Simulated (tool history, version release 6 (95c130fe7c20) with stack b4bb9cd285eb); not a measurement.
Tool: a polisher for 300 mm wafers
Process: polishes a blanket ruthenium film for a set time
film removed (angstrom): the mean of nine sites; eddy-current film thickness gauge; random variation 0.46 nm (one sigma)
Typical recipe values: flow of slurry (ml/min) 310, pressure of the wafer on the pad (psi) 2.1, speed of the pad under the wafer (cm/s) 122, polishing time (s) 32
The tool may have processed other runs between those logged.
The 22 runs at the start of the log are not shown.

run	hour	flow of slurry (ml/min)	pressure of the wafer on the pad (psi)	speed of the pad under the wafer (cm/s)	polishing time (s)	wafers since the last listed run	wafers polished on this pad	hours since the slurry nozzle was cleaned	hours since the head pressure was calibrated	incoming thickness of the incoming film, nm	film removed (angstrom)
23	562.1	310	2.1	122	32	194	2470	283.6	505.2	478.3	340
24	580.3	310	2.1	122	32	281	2752	301.8	523.4	474.0	333
25	594.7	205	2.1	122	32	222	2975	316.2	537.8	461.5	319
26	614.5	310	1.9	86	32	306	3281	336.0	557.6	468.1	240
27	642.6	310	1.6	122	26	434	3716	364.1	585.7	467.6	207
# hour 668.5: slurry nozzle cleaned
# hour 677.0: worn pad replaced by a new one
28	748.1	365	2.6	144	43	1554	1099	79.6	691.2	470.6	653
29	769.0	255	1.5	158	28	323	1422	100.5	712.1	476.9	252
30	799.2	265	1.9	162	40	467	1890	130.7	742.3	469.5	460
31	825.6	420	2.6	122	38	408	2298	157.1	768.7	468.1	497
32	856.3	310	2.8	122	32	474	2773	187.8	799.4	459.8	436

What does the tool deliver on the next run?
33	877.7	310	2.1	122	32	331	3104	209.2	820.8	467.7	?

film removed (angstrom): 327
On a tool with no hidden condition, and with the same random variation, this run would have come out at film removed (angstrom) 380.

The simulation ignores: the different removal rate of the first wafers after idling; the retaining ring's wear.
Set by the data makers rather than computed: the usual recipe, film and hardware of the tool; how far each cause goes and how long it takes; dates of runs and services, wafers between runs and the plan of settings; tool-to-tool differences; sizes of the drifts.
